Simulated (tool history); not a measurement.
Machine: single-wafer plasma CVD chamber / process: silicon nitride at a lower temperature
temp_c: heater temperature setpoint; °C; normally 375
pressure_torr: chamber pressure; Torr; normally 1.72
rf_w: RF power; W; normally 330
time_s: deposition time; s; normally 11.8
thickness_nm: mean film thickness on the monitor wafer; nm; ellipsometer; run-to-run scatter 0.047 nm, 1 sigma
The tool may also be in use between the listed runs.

run	hour	temp_c	pressure_torr	rf_w	time_s	wafers since the last listed run	hours since the last thermocouple change	hours since the last RF generator calibration	hours since the last manometer calibration	hours since the showerhead was replaced	hours since the gauge calibration	read-back reference wafer on the same gauge, thickness_nm	thickness_nm
1	0.0	375	1.72	330	10.3	0	733.9	599.1	491.2	3283.1	1415.4	16.185	12.728
2	105.1	375	1.72	330	13.3	2355	839.0	704.2	596.3	3388.2	1520.5	16.187	16.350
# hour 159.4: gauge calibrated
3	213.0	375	1.72	330	13.3	2418	946.9	812.1	704.2	3496.1	53.6	16.209	16.390
4	256.3	375	1.72	330	13.3	970	990.2	855.4	747.5	3539.4	96.9	16.193	16.398
5	306.8	370	1.72	330	11.8	1132	1040.7	905.9	798.0	3589.9	147.4	16.210	14.654
6	350.9	375	1.72	330	11.8	988	1084.8	950.0	842.1	3634.0	191.5	16.203	14.510
7	431.2	375	1.72	330	11.8	1800	1165.1	1030.3	922.4	3714.3	271.8	16.185	14.464
8	532.3	375	1.72	330	11.8	2266	1266.2	1131.4	1023.5	3815.4	372.9	16.183	14.504
9	598.4	375	1.72	330	11.8	1481	1332.3	1197.5	1089.6	3881.5	439.0	16.210	14.571
10	699.9	375	1.72	330	11.8	2275	1433.8	1299.0	1191.1	3983.0	540.5	16.220	14.405
11	795.3	375	1.72	330	11.8	2138	1529.2	1394.4	1286.5	4078.4	635.9	16.177	14.484
12	876.6	375	1.72	330	11.8	1822	1610.5	1475.7	1367.8	4159.7	717.2	16.192	14.469
13	1033.6	375	1.72	330	11.8	3519	1767.5	1632.7	1524.8	4316.7	874.2	16.195	14.603
# hour 1070.3: capacitance manometer re-zeroed and calibrated
14	1071.2	375	1.72	285	11.8	663	1805.1	1670.3	0.9	4354.3	911.8	16.194	13.613
# hour 1106.6: thermocouple changed; heater temperature recalibrated
15	1147.2	383	2.15	365	11.8	1524	40.6	1746.3	76.9	4430.3	987.8	16.209	15.437
16	1352.0	375	1.72	330	11.8	4590	245.4	1951.1	281.7	4635.1	1192.6	16.202	14.278
# hour 1392.0: showerhead replaced
17	1392.5	375	1.72	330	11.8	728	285.9	1991.6	322.2	0.5	1233.1	16.210	14.384
# hour 1414.2: RF generator calibrated
18	1475.8	381	1.72	355	9.5	1687	369.2	61.6	405.5	83.8	1316.4	16.193	12.155
19	1601.2	383	2.09	290	10.8	2811	494.6	187.0	530.9	209.2	1441.8	16.201	13.421
20	1638.6	375	1.72	365	11.8	838	532.0	224.4	568.3	246.6	1479.2	16.197	15.159
21	1687.5	375	1.53	385	9.7	1096	580.9	273.3	617.2	295.5	1528.1	16.214	12.317
# hour 1726.1: gauge calibrated
22	1810.9	361	1.72	385	9.8	2766	704.3	396.7	740.6	418.9	84.8	16.211	12.952
23	1918.2	375	1.72	395	11.8	2405	811.6	504.0	847.9	526.2	192.1	16.182	15.493
24	1984.2	375	1.72	330	11.8	1479	877.6	570.0	913.9	592.2	258.1	16.174	14.575
25	2076.3	367	1.72	330	11.8	2064	969.7	662.1	1006.0	684.3	350.2	16.184	14.667
26	2129.4	375	1.72	330	11.8	1190	1022.8	715.2	1059.1	737.4	403.3	16.162	14.648
27	2180.7	375	1.72	270	11.8	1149	1074.1	766.5	1110.4	788.7	454.6	16.194	13.673
28	2243.9	385	1.46	375	9.9	1416	1137.3	829.7	1173.6	851.9	517.8	16.195	12.298

Forecast each of these 4 alternatives for the next run:
A	2244.3	384	1.72	330	11.8	8	1137.7	830.1	1174.0	852.3	518.2	?	?
B	2244.3	375	1.72	375	11.2	8	1137.7	830.1	1174.0	852.3	518.2	?	?
C	2244.3	389	1.45	330	11.8	8	1137.7	830.1	1174.0	852.3	518.2	?	?
D	2244.3	362	2.04	370	10.5	8	1137.7	830.1	1174.0	852.3	518.2	?	?

run	read-back reference wafer on the same gauge, thickness_nm	thickness_nm
A	16.198	14.530
B	16.198	14.445
C	16.198	14.000
D	16.198	14.033
The same runs, with their run-to-run variation unchanged, on a tool lacking any hidden condition would have given:
run	thickness_nm
A	14.646
B	14.548
C	14.107
D	14.144
